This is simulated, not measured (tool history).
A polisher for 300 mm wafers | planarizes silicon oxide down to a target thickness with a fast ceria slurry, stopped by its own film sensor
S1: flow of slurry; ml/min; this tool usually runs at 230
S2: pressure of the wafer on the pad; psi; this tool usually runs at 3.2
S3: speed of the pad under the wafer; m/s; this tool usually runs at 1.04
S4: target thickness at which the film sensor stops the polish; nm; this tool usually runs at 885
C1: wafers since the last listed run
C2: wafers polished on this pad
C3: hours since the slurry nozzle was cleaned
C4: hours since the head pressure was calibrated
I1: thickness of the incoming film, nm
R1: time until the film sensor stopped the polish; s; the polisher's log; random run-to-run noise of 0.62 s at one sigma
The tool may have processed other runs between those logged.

{"run": 1, "hour": 0.0, "S1": 230, "S2": 3.2, "S3": 1.04, "S4": 885, "C1": 0, "C2": 853, "C3": 60.7, "C4": 1060.9, "I1": 1837.4, "R1": 43.8}
{"run": 2, "hour": 27.0, "S1": 230, "S2": 3.2, "S3": 1.04, "S4": 885, "C1": 199, "C2": 1053, "C3": 87.7, "C4": 1087.9, "I1": 1813.9, "R1": 43.2}
{"hour": 35.5, "done": "worn pad replaced by a new one"}
{"run": 3, "hour": 46.9, "S1": 230, "S2": 3.2, "S3": 1.04, "S4": 885, "C1": 117, "C2": 84, "C3": 107.6, "C4": 1107.8, "I1": 1838.1, "R1": 45.3}
{"run": 4, "hour": 79.7, "S1": 230, "S2": 3.2, "S3": 1.04, "S4": 885, "C1": 242, "C2": 327, "C3": 140.4, "C4": 1140.6, "I1": 1857, "R1": 46.5}
{"run": 5, "hour": 98.7, "S1": 230, "S2": 3.2, "S3": 1.04, "S4": 885, "C1": 140, "C2": 467, "C3": 159.4, "C4": 1159.6, "I1": 1815.4, "R1": 45.1}
{"run": 6, "hour": 128.3, "S1": 230, "S2": 3.2, "S3": 1.04, "S4": 885, "C1": 219, "C2": 687, "C3": 189, "C4": 1189.2, "I1": 1825.5, "R1": 45.7}
{"run": 7, "hour": 154.7, "S1": 230, "S2": 3.2, "S3": 1.04, "S4": 885, "C1": 195, "C2": 882, "C3": 215.4, "C4": 1215.6, "I1": 1877.2, "R1": 48.1}
{"run": 8, "hour": 172.2, "S1": 230, "S2": 3.2, "S3": 1.04, "S4": 885, "C1": 129, "C2": 1012, "C3": 232.9, "C4": 1233.1, "I1": 1840.1, "R1": 46.6}
{"hour": 190.4, "done": "worn pad replaced by a new one, of another model than before"}
{"run": 9, "hour": 193.0, "S1": 230, "S2": 4.1, "S3": 1.04, "S4": 767, "C1": 124, "C2": 19, "C3": 253.7, "C4": 1253.9, "I1": 1813.6, "R1": 47.5}
{"run": 10, "hour": 224.5, "S1": 230, "S2": 4.1, "S3": 1.04, "S4": 767, "C1": 233, "C2": 252, "C3": 285.2, "C4": 1285.4, "I1": 1823.9, "R1": 51.9}
{"run": 11, "hour": 243.3, "S1": 230, "S2": 3.2, "S3": 1.04, "S4": 885, "C1": 139, "C2": 391, "C3": 304, "C4": 1304.2, "I1": 1840, "R1": 52.6}
{"run": 12, "hour": 272.9, "S1": 230, "S2": 3.2, "S3": 1.04, "S4": 885, "C1": 219, "C2": 611, "C3": 333.6, "C4": 1333.8, "I1": 1819.7, "R1": 55.6}
{"hour": 287.9, "done": "slurry nozzle cleaned"}
{"hour": 296.6, "done": "head pressure recalibrated"}
{"run": 13, "hour": 304.1, "S1": 230, "S2": 3.2, "S3": 1.04, "S4": 885, "C1": 208, "C2": 820, "C3": 16.2, "C4": 7.5, "I1": 1855.1, "R1": 44.5}
{"run": 14, "hour": 333.3, "S1": 230, "S2": 3.2, "S3": 1.04, "S4": 885, "C1": 216, "C2": 1036, "C3": 45.4, "C4": 36.7, "I1": 1840.3, "R1": 45.1}
{"hour": 339.2, "done": "worn pad replaced by a new one"}
{"run": 15, "hour": 348.7, "S1": 230, "S2": 3.2, "S3": 1.04, "S4": 885, "C1": 84, "C2": 70, "C3": 60.8, "C4": 52.1, "I1": 1831.5, "R1": 45.5}
{"run": 16, "hour": 382.0, "S1": 230, "S2": 3.2, "S3": 1.04, "S4": 885, "C1": 246, "C2": 316, "C3": 94.1, "C4": 85.4, "I1": 1842.8, "R1": 47.4}
{"run": 17, "hour": 416.9, "S1": 305, "S2": 3.2, "S3": 1.04, "S4": 713, "C1": 258, "C2": 575, "C3": 129, "C4": 120.3, "I1": 1826.3, "R1": 50.2}
{"run": 18, "hour": 449.7, "S1": 170, "S2": 3.2, "S3": 0.8, "S4": 1203, "C1": 242, "C2": 818, "C3": 161.8, "C4": 153.1, "I1": 1833.1, "R1": 39.4}
{"hour": 470.2, "done": "worn pad replaced by a new one"}
{"run": 19, "hour": 475.3, "S1": 180, "S2": 3.2, "S3": 1.04, "S4": 986, "C1": 159, "C2": 38, "C3": 187.4, "C4": 178.7, "I1": 1841.6, "R1": 49}
{"run": 20, "hour": 504.7, "S1": 255, "S2": 3.2, "S3": 0.86, "S4": 1145, "C1": 217, "C2": 255, "C3": 216.8, "C4": 208.1, "I1": 1854.4, "R1": 38.8}
{"run": 21, "hour": 525.5, "S1": 195, "S2": 2.8, "S3": 1.2, "S4": 779, "C1": 154, "C2": 409, "C3": 237.6, "C4": 228.9, "I1": 1832.6, "R1": 58.6}
{"run": 22, "hour": 559.7, "S1": 230, "S2": 3.2, "S3": 1.04, "S4": 885, "C1": 253, "C2": 663, "C3": 271.8, "C4": 263.1, "I1": 1825.6, "R1": 51.3}
{"run": 23, "hour": 593.7, "S1": 230, "S2": 3.2, "S3": 1.04, "S4": 885, "C1": 251, "C2": 915, "C3": 305.8, "C4": 297.1, "I1": 1862.2, "R1": 56.3}
{"hour": 602.8, "done": "worn pad replaced by a new one"}
{"run": 24, "hour": 606.0, "S1": 230, "S2": 3.2, "S3": 1.04, "S4": 1109, "C1": 61, "C2": 23, "C3": 318.1, "C4": 309.4, "I1": 1835.4, "R1": 42.1}
{"hour": 612.5, "done": "slurry nozzle cleaned"}
{"run": 25, "hour": 635.5, "S1": 230, "S2": 3.8, "S3": 1.04, "S4": 885, "C1": 211, "C2": 234, "C3": 23, "C4": 338.9, "I1": 1855.3, "R1": 40.8}
{"run": 26, "hour": 654.9, "S1": 230, "S2": 2.8, "S3": 1.04, "S4": 885, "C1": 143, "C2": 378, "C3": 42.4, "C4": 358.3, "I1": 1860.9, "R1": 50.4}
{"run": 27, "hour": 689.8, "S1": 275, "S2": 3.2, "S3": 1.04, "S4": 983, "C1": 258, "C2": 637, "C3": 77.3, "C4": 393.2, "I1": 1841.2, "R1": 40.9}
{"run": 28, "hour": 722.4, "S1": 195, "S2": 3.2, "S3": 1.04, "S4": 1140, "C1": 241, "C2": 878, "C3": 109.9, "C4": 425.8, "I1": 1848.7, "R1": 36.8}
{"hour": 743.0, "done": "worn pad replaced by a new one"}
{"run": 29, "hour": 747.8, "S1": 230, "S2": 3.2, "S3": 1.04, "S4": 775, "C1": 158, "C2": 35, "C3": 135.3, "C4": 451.2, "I1": 1845.5, "R1": 54.3}
{"run": 30, "hour": 764.7, "S1": 230, "S2": 3.2, "S3": 1.04, "S4": 885, "C1": 125, "C2": 160, "C3": 152.2, "C4": 468.1, "I1": 1817, "R1": 47.5}

Subtracting, for every run, the result it would have given without the tool's unlogged condition from the measured result gives the following. The same run-to-run variation enters both numbers; the gauge's scatter may not:
Unlogged tool condition in this case: removal rate lost through wear of the pad, %; slurry flow missing at the pad, %; deviation of the head's pressure from its setpoint, %.
run=1 R1=+0.5
run=2 R1=+0.8
run=3 R1=+0.9
run=4 R1=+1.3
run=5 R1=+1.5
run=6 R1=+1.9
run=7 R1=+2.3
run=8 R1=+2.5
run=9 R1=+5.7
run=10 R1=+8
run=11 R1=+9.2
run=12 R1=+12.4
run=13 R1=+0.3
run=14 R1=+0.7
run=15 R1=+0.9
run=16 R1=+1.5
run=17 R1=+1.5
run=18 R1=+3.9
run=19 R1=+5.5
run=20 R1=+3.2
run=21 R1=+8.4
run=22 R1=+7.4
run=23 R1=+10.6
run=24 R1=+8.7
run=25 R1=+0.8
run=26 R1=+1.4
run=27 R1=+1.3
run=28 R1=+2.6
run=29 R1=+3.8
run=30 R1=+3.8
